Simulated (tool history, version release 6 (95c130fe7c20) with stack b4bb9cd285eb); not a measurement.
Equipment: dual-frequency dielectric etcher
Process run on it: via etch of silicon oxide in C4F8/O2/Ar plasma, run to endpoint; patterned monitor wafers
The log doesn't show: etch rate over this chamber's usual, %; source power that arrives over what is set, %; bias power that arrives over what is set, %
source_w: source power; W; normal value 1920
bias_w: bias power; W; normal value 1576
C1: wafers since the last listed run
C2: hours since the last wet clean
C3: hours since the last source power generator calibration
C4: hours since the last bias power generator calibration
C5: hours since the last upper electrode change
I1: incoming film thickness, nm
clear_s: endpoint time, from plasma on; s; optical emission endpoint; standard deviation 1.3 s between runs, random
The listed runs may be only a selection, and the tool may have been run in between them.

{"run": 1, "hour": 0.0, "source_w": 1920, "bias_w": 1815, "C1": 0, "C2": 260.7, "C3": 4601.9, "C4": 1581.3, "C5": 2029.6, "I1": 958.6, "clear_s": 194.2}
{"run": 2, "hour": 7.5, "source_w": 1920, "bias_w": 1815, "C1": 58, "C2": 268.2, "C3": 4609.4, "C4": 1588.8, "C5": 2037.1, "I1": 956.2, "clear_s": 192.4}
{"run": 3, "hour": 30.3, "source_w": 1920, "bias_w": 1576, "C1": 177, "C2": 291, "C3": 4632.2, "C4": 1611.6, "C5": 2059.9, "I1": 968.2, "clear_s": 200.7}
{"run": 4, "hour": 40.9, "source_w": 1920, "bias_w": 1576, "C1": 82, "C2": 301.6, "C3": 4642.8, "C4": 1622.2, "C5": 2070.5, "I1": 966, "clear_s": 202.7}
{"run": 5, "hour": 51.2, "source_w": 1920, "bias_w": 1576, "C1": 80, "C2": 311.9, "C3": 4653.1, "C4": 1632.5, "C5": 2080.8, "I1": 971.4, "clear_s": 200.7}
{"run": 6, "hour": 66.2, "source_w": 1920, "bias_w": 1576, "C1": 116, "C2": 326.9, "C3": 4668.1, "C4": 1647.5, "C5": 2095.8, "I1": 957.9, "clear_s": 199.2}
{"run": 7, "hour": 75.2, "source_w": 1920, "bias_w": 1576, "C1": 70, "C2": 335.9, "C3": 4677.1, "C4": 1656.5, "C5": 2104.8, "I1": 965.4, "clear_s": 200.5}
{"run": 8, "hour": 87.1, "source_w": 1920, "bias_w": 1576, "C1": 92, "C2": 347.8, "C3": 4689, "C4": 1668.4, "C5": 2116.7, "I1": 953.5, "clear_s": 196}
{"run": 9, "hour": 104.2, "source_w": 1920, "bias_w": 1576, "C1": 133, "C2": 364.9, "C3": 4706.1, "C4": 1685.5, "C5": 2133.8, "I1": 967.4, "clear_s": 199}
{"hour": 137.5, "done": "wet clean of the chamber"}
{"run": 10, "hour": 144.8, "source_w": 1920, "bias_w": 1698, "C1": 129, "C2": 7.3, "C3": 4746.7, "C4": 1726.1, "C5": 2174.4, "I1": 973.8, "clear_s": 199.4}
{"run": 11, "hour": 179.4, "source_w": 1700, "bias_w": 1485, "C1": 269, "C2": 41.9, "C3": 4781.3, "C4": 1760.7, "C5": 2209, "I1": 970, "clear_s": 213}
{"run": 12, "hour": 190.2, "source_w": 1700, "bias_w": 1485, "C1": 84, "C2": 52.7, "C3": 4792.1, "C4": 1771.5, "C5": 2219.8, "I1": 963.4, "clear_s": 216.7}
{"run": 13, "hour": 198.6, "source_w": 2210, "bias_w": 1576, "C1": 65, "C2": 61.1, "C3": 4800.5, "C4": 1779.9, "C5": 2228.2, "I1": 958.4, "clear_s": 183}
{"run": 14, "hour": 215.5, "source_w": 2210, "bias_w": 1576, "C1": 131, "C2": 78, "C3": 4817.4, "C4": 1796.8, "C5": 2245.1, "I1": 968.7, "clear_s": 186.4}
{"run": 15, "hour": 225.9, "source_w": 1920, "bias_w": 1576, "C1": 81, "C2": 88.4, "C3": 4827.8, "C4": 1807.2, "C5": 2255.5, "I1": 964.5, "clear_s": 199.7}
{"run": 16, "hour": 242.5, "source_w": 1920, "bias_w": 1576, "C1": 129, "C2": 105, "C3": 4844.4, "C4": 1823.8, "C5": 2272.1, "I1": 971.2, "clear_s": 201.5}
{"run": 17, "hour": 257.1, "source_w": 1920, "bias_w": 1576, "C1": 113, "C2": 119.6, "C3": 4859, "C4": 1838.4, "C5": 2286.7, "I1": 963.5, "clear_s": 199}
{"run": 18, "hour": 269.4, "source_w": 1920, "bias_w": 1576, "C1": 95, "C2": 131.9, "C3": 4871.3, "C4": 1850.7, "C5": 2299, "I1": 972.8, "clear_s": 203.1}
{"run": 19, "hour": 284.2, "source_w": 1480, "bias_w": 1705, "C1": 115, "C2": 146.7, "C3": 4886.1, "C4": 1865.5, "C5": 2313.8, "I1": 972.5, "clear_s": 227.9}
{"run": 20, "hour": 301.1, "source_w": 1720, "bias_w": 1222, "C1": 131, "C2": 163.6, "C3": 4903, "C4": 1882.4, "C5": 2330.7, "I1": 959.4, "clear_s": 218.1}
{"run": 21, "hour": 317.7, "source_w": 1920, "bias_w": 1576, "C1": 129, "C2": 180.2, "C3": 4919.6, "C4": 1899, "C5": 2347.3, "I1": 976.2, "clear_s": 198.7}
{"hour": 323.8, "done": "source power generator calibrated"}
{"run": 22, "hour": 334.5, "source_w": 1700, "bias_w": 1237, "C1": 99, "C2": 197, "C3": 10.7, "C4": 1915.8, "C5": 2364.1, "I1": 964, "clear_s": 220.6}
{"hour": 361.3, "done": "bias power generator calibrated"}
{"hour": 361.8, "done": "upper electrode replaced"}
{"run": 23, "hour": 362.3, "source_w": 1920, "bias_w": 1576, "C1": 181, "C2": 224.8, "C3": 38.5, "C4": 1, "C5": 0.5, "I1": 959.6, "clear_s": 199.8}
{"run": 24, "hour": 362.7, "source_w": 1920, "bias_w": 1800, "C1": 3, "C2": 225.2, "C3": 38.9, "C4": 1.4, "C5": 0.9, "I1": 966.3, "clear_s": 197.6}
{"run": 25, "hour": 373.3, "source_w": 2390, "bias_w": 1793, "C1": 82, "C2": 235.8, "C3": 49.5, "C4": 12, "C5": 11.5, "I1": 971.7, "clear_s": 176.6}
{"run": 26, "hour": 390.4, "source_w": 2090, "bias_w": 1323, "C1": 133, "C2": 252.9, "C3": 66.6, "C4": 29.1, "C5": 28.6, "I1": 954.9, "clear_s": 195.5}

For run 27, what comes out?
{"run": 27, "hour": 396.7, "source_w": 2310, "bias_w": 1719, "C1": 49, "C2": 259.2, "C3": 72.9, "C4": 35.4, "C5": 34.9, "I1": 967, "clear_s": "?"}

{"run 27": {"clear_s": 177.6}}
The same run, on a tool lacking any hidden state, would have yielded clear_s 177.6 s.

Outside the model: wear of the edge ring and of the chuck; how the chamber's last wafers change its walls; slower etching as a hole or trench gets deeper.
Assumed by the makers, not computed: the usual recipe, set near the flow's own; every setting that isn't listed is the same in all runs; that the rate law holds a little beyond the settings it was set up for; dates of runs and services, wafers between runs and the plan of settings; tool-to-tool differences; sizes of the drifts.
